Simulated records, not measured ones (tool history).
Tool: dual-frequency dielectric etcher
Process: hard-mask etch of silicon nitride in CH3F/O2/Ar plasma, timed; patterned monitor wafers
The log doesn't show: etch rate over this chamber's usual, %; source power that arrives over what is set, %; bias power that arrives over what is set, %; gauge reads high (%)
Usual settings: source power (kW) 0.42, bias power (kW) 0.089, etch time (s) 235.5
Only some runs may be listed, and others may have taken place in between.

run	hour	source power (kW)	bias power (kW)	etch time (s)	wafers since the last listed run	hours since the last wet clean	hours since the last source power generator calibration	hours since the last bias power generator calibration	hours since the last upper electrode change	hours since the gauge calibration	read-back reference wafer on the same gauge, depth_nm	mean etch depth across the wafer (nm)
1	0	0.42	0.089	235.5	0	212.4	1074.2	2999.3	1809.8	749.4	165.1	194
2	73	0.42	0.089	235.5	452	285.4	1147.2	3072.3	1882.8	822.4	164.9	196.4
3	110.3	0.42	0.089	235.5	231	322.7	1184.5	3109.6	1920.1	859.7	165.1	195.6
4	178.8	0.34	0.089	235.5	424	391.2	1253	3178.1	1988.6	928.2	164.8	180
5	268.2	0.34	0.089	235.5	554	480.6	1342.4	3267.5	2078	1017.6	164.9	181.6
# hour 358.1: wet clean of the chamber
6	358.6	0.35	0.089	235.5	411	0.5	1432.8	3357.9	2168.4	1108	164.7	177.8
7	449	0.42	0.089	235.5	560	90.9	1523.2	3448.3	2258.8	1198.4	165	192.5
8	549	0.42	0.089	235.5	620	190.9	1623.2	3548.3	2358.8	1298.4	165	192.9
# hour 590.1: gauge calibrated
9	623.3	0.42	0.089	235.5	460	265.2	1697.5	3622.6	2433.1	33.2	165	193.4
10	690.6	0.42	0.089	235.5	417	332.5	1764.8	3689.9	2500.4	100.5	165.1	194.5
# hour 786.8: upper electrode replaced
11	787.3	0.42	0.089	235.5	451	429.2	1861.5	3786.6	0.5	197.2	164.9	195
12	835.8	0.42	0.089	235.5	300	477.7	1910	3835.1	49	245.7	165.1	195.7
# hour 871.6: wet clean of the chamber
13	900.2	0.42	0.08	167	250	28.6	1974.4	3899.5	113.4	310.1	165.2	132.7
14	942.5	0.35	0.105	190	262	70.9	2016.7	3941.8	155.7	352.4	164.9	150.3
# hour 998.7: source power generator calibrated
15	1035.8	0.42	0.089	235.5	554	164.2	37.1	4035.1	249	445.7	164.9	198
16	1091.9	0.42	0.068	235.5	348	220.3	93.2	4091.2	305.1	501.8	164.9	186.6
17	1174.7	0.45	0.111	303.5	513	303.1	176	4174	387.9	584.6	164.9	278.9
# hour 1183.4: bias power generator calibrated
18	1213.5	0.37	0.103	196	215	341.9	214.8	30.1	426.7	623.4	165.1	163.3
19	1289.9	0.39	0.103	285	474	418.3	291.2	106.5	503.1	699.8	165.1	245.3
20	1346.2	0.34	0.089	235.5	349	474.6	347.5	162.8	559.4	756.1	165	184.1
# hour 1384.1: wet clean of the chamber
21	1499.6	0.35	0.097	235.5	802	115.5	500.9	316.2	712.8	909.5	164.8	184.6
22	1538.2	0.47	0.083	210	239	154.1	539.5	354.8	751.4	948.1	165	179.6
23	1650.9	0.42	0.089	235.5	699	266.8	652.2	467.5	864.1	1060.8	165.1	196.1
24	1709.5	0.48	0.104	235.5	363	325.4	710.8	526.1	922.7	1119.4	165	216.6
25	1753.4	0.37	0.089	235.5	272	369.3	754.7	570	966.6	1163.3	165.3	187.5

Each row is a separate what-if for the run after 25, all from the same tool condition, not one after another. Results?
A	1753.9	0.42	0.089	235.5	3	369.8	755.2	570.5	967.1	1163.8	?	?
B	1753.9	0.51	0.08	281	3	369.8	755.2	570.5	967.1	1163.8	?	?
C	1753.9	0.42	0.097	235.5	3	369.8	755.2	570.5	967.1	1163.8	?	?
D	1753.9	0.37	0.067	281	3	369.8	755.2	570.5	967.1	1163.8	?	?
E	1753.9	0.49	0.099	170	3	369.8	755.2	570.5	967.1	1163.8	?	?

run	read-back reference wafer on the same gauge, depth_nm	mean etch depth across the wafer (nm)
A	165.1	197.9
B	165.1	248.7
C	165.1	202.1
D	165.1	211
E	165.1	155.7
Stripped of hidden state, with their random variation kept, the same runs would have yielded:
run	mean etch depth across the wafer (nm)
A	194.4
B	244.2
C	198.4
D	207.2
E	152.9

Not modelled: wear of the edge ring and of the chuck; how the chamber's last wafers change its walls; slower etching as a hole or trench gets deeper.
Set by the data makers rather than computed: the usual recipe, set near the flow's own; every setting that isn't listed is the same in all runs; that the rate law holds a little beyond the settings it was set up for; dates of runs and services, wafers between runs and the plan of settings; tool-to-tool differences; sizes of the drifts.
